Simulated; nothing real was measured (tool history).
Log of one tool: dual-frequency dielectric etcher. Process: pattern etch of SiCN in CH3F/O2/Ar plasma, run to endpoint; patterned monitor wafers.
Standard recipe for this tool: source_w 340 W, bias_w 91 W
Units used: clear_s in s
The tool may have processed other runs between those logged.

run	hour	source_w	bias_w	wafers since the last listed run	hours since the last wet clean	hours since the last source power generator calibration	hours since the last bias power generator calibration	hours since the last upper electrode change	incoming incoming film thickness, nm	clear_s
1	0.0	340	91	0	385.5	2402.1	1795.8	2342.3	8.11	20.6
2	16.3	340	91	147	401.8	2418.4	1812.1	2358.6	8.04	20.5
3	28.2	340	91	107	413.7	2430.3	1824.0	2370.5	8.01	20.2
4	40.8	340	79	114	426.3	2442.9	1836.6	2383.1	8.15	22.5
5	51.6	340	79	97	437.1	2453.7	1847.4	2393.9	8.09	22.3
6	66.7	340	104	136	452.2	2468.8	1862.5	2409.0	8.11	19.1
# hour 98.1: upper electrode replaced
7	98.6	290	91	71	484.1	2500.7	1894.4	0.5	8.06	21.3
8	98.9	340	97	2	484.4	2501.0	1894.7	0.8	8.04	19.6
9	110.4	340	91	104	495.9	2512.5	1906.2	12.3	8.10	20.4
# hour 145.3: wet clean of the chamber
10	145.8	270	82	103	0.5	2547.9	1941.6	47.7	8.14	24.8
11	146.1	340	80	2	0.8	2548.2	1941.9	48.0	8.18	24.1
12	146.5	410	85	3	1.2	2548.6	1942.3	48.4	7.96	21.4
# hour 151.7: source power generator calibrated
13	157.7	410	83	65	12.4	6.0	1953.5	59.6	8.07	22.0
14	168.2	340	91	95	22.9	16.5	1964.0	70.1	8.07	21.8
# hour 191.4: bias power generator calibrated
# hour 205.0: wet clean of the chamber, repeated, since the last time left the tool worse
15	205.5	340	91	178	0.5	53.8	14.1	107.4	8.09	20.9
16	205.8	400	97	2	0.8	54.1	14.4	107.7	8.04	19.1
17	246.0	380	97	363	41.0	94.3	54.6	147.9	8.10	19.6
18	262.7	340	91	151	57.7	111.0	71.3	164.6	8.09	20.8

For each entry between runs, how does the tool's hidden state at the last listed run before it compare with that at the first listed run after it?
In the gap between runs 6 and 7: upper electrode replaced (hour 98.1)
  etch rate over this chamber's usual, %: 1.9 -> 2.08
  difference, measured minus the result without the unlogged condition, clear_s: -0.4 -> -0.5 s
In the gap between runs 9 and 10: wet clean of the chamber (hour 145.3)
  etch rate over this chamber's usual, %: 2.15 -> -5.08
  difference, measured minus the result without the unlogged condition, clear_s: -0.5 -> +1.2 s
In the gap between runs 12 and 13: source power generator calibrated (hour 151.7)
  etch rate over this chamber's usual, %: -5.08 -> -5.02
  difference, measured minus the result without the unlogged condition, clear_s: +1.1 -> +1.1 s
In the gap between runs 14 and 15: bias power generator calibrated (hour 191.4); wet clean of the chamber, repeated, since the last time left the tool worse (hour 205.0)
  etch rate over this chamber's usual, %: -4.95 -> -0.0387
  difference, measured minus the result without the unlogged condition, clear_s: +1.1 -> +0.0 s

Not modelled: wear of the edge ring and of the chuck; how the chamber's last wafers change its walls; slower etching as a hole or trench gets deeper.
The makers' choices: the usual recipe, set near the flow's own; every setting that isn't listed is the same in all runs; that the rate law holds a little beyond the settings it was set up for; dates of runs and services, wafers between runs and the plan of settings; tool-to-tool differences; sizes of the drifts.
